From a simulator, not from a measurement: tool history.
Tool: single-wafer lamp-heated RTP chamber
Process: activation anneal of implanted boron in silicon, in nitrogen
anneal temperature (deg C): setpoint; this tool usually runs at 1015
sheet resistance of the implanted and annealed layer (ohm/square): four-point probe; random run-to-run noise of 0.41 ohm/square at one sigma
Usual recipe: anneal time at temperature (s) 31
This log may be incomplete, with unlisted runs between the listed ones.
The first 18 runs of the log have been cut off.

run,hour,anneal temperature (deg C),anneal time at temperature (s),wafers since the last listed run,wafers since the last pyrometer calibration,wafers since the reflector plate was cleaned,hours since the gauge calibration,"read-back reference wafer on the same gauge, sheet resistance",sheet resistance of the implanted and annealed layer (ohm/square)
# hour 1314.1: pyrometer window cleaned and pyrometer calibrated
19,1350.7,990,26,1859,725,2931,3631,153.21,149.23
# hour 1421.2: gauge calibrated
20,1445.4,1015,45,1879,2605,4810,24.2,152.83,140.7
21,1551,1005,31,2095,4700,6906,129.8,153.21,143.21
22,1600.3,1040,31,978,5679,7884,179.1,153.11,137.95
23,1681.6,1024,31,1613,7292,9497,260.4,153.01,139.9
24,1725.3,986,45,867,8159,10364,304.1,153,145.1
25,1831,999,22,2097,10257,12462,409.8,153.05,144.58
26,1913.2,1042,36,1631,11888,14093,492,153.25,137.6
27,1960.4,998,17,936,12824,15030,539.2,153.13,145.69
# hour 1992.6: reflector plate cleaned
# hour 2009: pyrometer window cleaned and pyrometer calibrated
28,2216.7,1015,31,4768,4121,4288,795.5,153.1,140.95
29,2256.4,1015,31,787,4908,5076,835.2,153.09,141.62
30,2360.9,1033,26,2073,6982,7149,939.7,152.93,139.21
31,2445.3,1003,31,1674,8657,8824,1024.1,153,143.59
32,2518.6,998,13,1454,10112,10279,1097.4,152.95,146.7
33,2609.7,1028,48,1807,11919,12087,1188.5,153.05,137.43
# hour 2656.1: pyrometer window cleaned and pyrometer calibrated
# hour 2745.3: reflector plate cleaned
34,2932.2,1004,31,6082,5320,3709,1511,153.07,143.32
35,2976.2,992,38,873,6193,4582,1555,152.91,144.98

5 options for the next run, each taken on its own from the tool as it stands now. Forecast them:
A,2976.6,1039,31,7,6201,4590,1555.4,?,?
B,2976.6,1015,26,7,6201,4590,1555.4,?,?
C,2976.6,1024,21,7,6201,4590,1555.4,?,?
D,2976.6,999,41,7,6201,4590,1555.4,?,?
E,2976.6,1028,42,7,6201,4590,1555.4,?,?

run,"read-back reference wafer on the same gauge, sheet resistance",sheet resistance of the implanted and annealed layer (ohm/square)
A,153.11,138.09
B,153.11,141.72
C,153.11,140.93
D,153.11,143.12
E,153.11,138.33
Stripped of hidden state, with their random variation kept, the same runs would have yielded:
run,sheet resistance of the implanted and annealed layer (ohm/square)
A,139.16
B,143.43
C,142.43
D,145.5
E,139.74
